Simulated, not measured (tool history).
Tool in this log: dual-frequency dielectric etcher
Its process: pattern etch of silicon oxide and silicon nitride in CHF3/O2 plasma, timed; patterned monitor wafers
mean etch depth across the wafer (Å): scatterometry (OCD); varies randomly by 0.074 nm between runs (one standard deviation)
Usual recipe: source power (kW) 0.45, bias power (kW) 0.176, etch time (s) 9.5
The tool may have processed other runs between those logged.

run,day,source power (kW),bias power (kW),etch time (s),wafers since the last listed run,hours since the last wet clean,hours since the last source power generator calibration,hours since the last bias power generator calibration,hours since the last upper electrode change,hours since the gauge calibration,"read-back reference wafer on the same gauge, depth_nm",mean etch depth across the wafer (Å)
1,0,0.5,0.151,9.5,0,571.7,4214,2541.1,1702.9,201.6,12.47,111.3
2,0.604,0.5,0.151,9.5,165,586.2,4228.5,2555.6,1717.4,216.1,12.49,111.9
3,0.875,0.5,0.163,9.5,74,592.7,4235,2562.1,1723.9,222.6,12.48,114.9
4,1.342,0.5,0.163,9.5,127,603.9,4246.2,2573.3,1735.1,233.8,12.47,114.6
5,2.042,0.45,0.176,9.5,191,620.7,4263,2590.1,1751.9,250.6,12.5,113.4
6,2.767,0.45,0.176,9.5,198,638.1,4280.4,2607.5,1769.3,268,12.5,114.3
7,3.046,0.45,0.176,9.5,76,644.8,4287.1,2614.2,1776,274.7,12.48,113.4
8,3.692,0.45,0.176,9.5,176,660.3,4302.6,2629.7,1791.5,290.2,12.49,113.8
9,4.088,0.45,0.176,9.5,108,669.8,4312.1,2639.2,1801,299.7,12.49,111.5
# day 4.375: bias power generator calibrated
# day 5.775: wet clean of the chamber
10,5.796,0.45,0.176,9.5,148,0.5,4353.1,34.1,1842,340.7,12.5,122
11,5.808,0.45,0.176,9.5,3,0.8,4353.4,34.4,1842.3,341,12.51,119.6
12,5.821,0.45,0.206,7.5,3,1.1,4353.7,34.7,1842.6,341.3,12.52,101.7
13,7.062,0.35,0.163,10.5,339,30.9,4383.5,64.5,1872.4,371.1,12.5,116.9
14,7.775,0.49,0.187,12,194,48,4400.6,81.6,1889.5,388.2,12.51,160.4
15,8.704,0.54,0.176,8,253,70.3,4422.9,103.9,1911.8,410.5,12.49,109.3
# day 10.312: upper electrode replaced, of another model than before
16,10.333,0.53,0.164,11,171,109.4,4462,143,0.5,449.6,12.52,138.6
17,10.346,0.45,0.176,7.5,3,109.7,4462.3,143.3,0.8,449.9,12.52,94.2
18,10.417,0.4,0.204,7.5,19,111.4,4464,145,2.5,451.6,12.48,99.6
# day 10.658: source power generator calibrated
19,11.058,0.45,0.176,9.5,129,126.8,9.6,160.4,17.9,467,12.49,119.4
20,11.562,0.45,0.176,9.5,137,138.9,21.7,172.5,30,479.1,12.51,119.3
# day 11.896: gauge calibrated
21,12.254,0.45,0.176,9.5,189,155.5,38.3,189.1,46.6,8.6,12.49,118.2
22,13.854,0.45,0.176,9.5,437,193.9,76.7,227.5,85,47,12.49,117.3
23,14.512,0.45,0.161,7.5,179,209.7,92.5,243.3,100.8,62.8,12.52,88.5
24,14.929,0.35,0.218,9.5,113,219.7,102.5,253.3,110.8,72.8,12.5,125.6
25,15.396,0.52,0.176,9.5,127,230.9,113.7,264.5,122,84,12.47,122.6
26,15.992,0.45,0.176,9.5,162,245.2,128,278.8,136.3,98.3,12.51,118.2
27,16.404,0.35,0.16,6.5,112,255.1,137.9,288.7,146.2,108.2,12.49,72
28,16.992,0.5,0.212,9.5,160,269.2,152,302.8,160.3,122.3,12.49,132.8
29,17.667,0.51,0.192,11.5,184,285.4,168.2,319,176.5,138.5,12.51,154.1

Below, some changes in mean etch depth across the wafer (Å) between adjacent runs. For each, the amount present without the hidden state too (settings, incoming material, random variation) and the amount remaining for the hidden state with gauge scatter not shared by both compared results:
Unlogged tool condition in this case: etch rate over this chamber's usual, %; source power that arrives over what is set, %; bias power that arrives over what is set, %; gauge reads high (%).
Run 9 -> 10: bias power generator calibrated, wet clean of the chamber. mean etch depth across the wafer (Å) +10.5: hidden state +7.7, all else +2.8.
Run 14 -> 15: source power (kW) 0.49 -> 0.54, bias power (kW) 0.187 -> 0.176, etch time (s) 12 -> 8. mean etch depth across the wafer (Å) -51.1: hidden state +0, all else -51.1.
Run 27 -> 28: source power (kW) 0.35 -> 0.5, bias power (kW) 0.16 -> 0.212, etch time (s) 6.5 -> 9.5. mean etch depth across the wafer (Å) +60.8: hidden state -1.5, all else +62.3.

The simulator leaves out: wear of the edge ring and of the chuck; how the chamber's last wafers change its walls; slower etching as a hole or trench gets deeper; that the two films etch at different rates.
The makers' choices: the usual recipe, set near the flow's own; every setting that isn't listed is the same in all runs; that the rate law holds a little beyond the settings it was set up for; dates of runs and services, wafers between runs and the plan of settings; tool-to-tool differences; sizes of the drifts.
